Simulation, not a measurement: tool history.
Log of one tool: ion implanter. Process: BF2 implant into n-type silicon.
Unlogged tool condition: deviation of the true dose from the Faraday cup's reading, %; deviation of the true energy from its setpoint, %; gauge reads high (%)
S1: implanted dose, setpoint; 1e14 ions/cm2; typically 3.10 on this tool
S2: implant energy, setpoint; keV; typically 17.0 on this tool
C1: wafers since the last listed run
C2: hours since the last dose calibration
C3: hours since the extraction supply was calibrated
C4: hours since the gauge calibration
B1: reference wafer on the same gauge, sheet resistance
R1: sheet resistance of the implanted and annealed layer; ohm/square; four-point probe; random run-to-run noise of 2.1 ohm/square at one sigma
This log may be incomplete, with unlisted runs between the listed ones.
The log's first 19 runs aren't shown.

run    hour    S1    S2    C1      C2      C3      C4      B1      R1
 20   981.6  3.10  17.0  1425  1950.7   159.0   391.6  351.80  362.17
 21  1149.1  2.59  12.5  2277  2118.2   326.5   559.1  352.47  432.43
     1173.6  -- Faraday cup replaced and dose calibrated
 22  1189.3  3.10  11.5   437    15.7   366.7   599.3  351.70  401.71
 23  1216.8  3.10  17.0   373    43.2   394.2   626.8  350.68  370.23
 24  1281.2  3.86  13.0   875   107.6   458.6   691.2  351.94  332.44
 25  1344.3  3.80  19.5   858   170.7   521.7   754.3  352.21  308.17
 26  1411.0  3.10  17.0   906   237.4   588.4   821.0  351.80  366.10
 27  1435.5  3.57  13.5   333   261.9   612.9   845.5  352.48  341.91
 28  1493.4  2.80  21.5   787   319.8   670.8   903.4  352.06  385.79
 29  1525.0  2.76  21.5   429   351.4   702.4   935.0  352.61  387.53
 30  1574.4  3.10  14.0   671   400.8   751.8   984.4  351.38  375.74
 31  1623.3  3.90  15.0   664   449.7   800.7  1033.3  352.21  317.43
 32  1666.6  3.75  14.5   588   493.0   844.0  1076.6  353.18  330.32
 33  1723.3  3.10  17.0   770   549.7   900.7  1133.3  352.70  363.57
 34  1768.3  2.43  20.5   611   594.7   945.7  1178.3  351.90  431.76
 35  1797.0  3.10  17.0   390   623.4   974.4  1207.0  352.55  365.22
 36  1822.1  3.10  15.0   341   648.5   999.5  1232.1  351.26  374.33
 37  1858.2  3.10  17.0   490   684.6  1035.6  1268.2  351.81  363.41
 38  1917.9  3.10  17.0   811   744.3  1095.3  1327.9  352.39  363.00

Branching from run 38: 3 alternative next runs. What would each branch give?
  A  1918.3  3.10  17.0   5  744.7  1095.7  1328.3   ?   ?
  B  1918.3  2.34  19.5   5  744.7  1095.7  1328.3   ?   ?
  C  1918.3  2.54  17.0   5  744.7  1095.7  1328.3   ?   ?

run      B1      R1
  A  352.15  363.27
  B  352.15  448.44
  C  352.15  425.12
The same runs, with their run-to-run variation unchanged, on a tool lacking any hidden condition would have given:
run      R1
  A  370.20
  B  457.97
  C  433.89
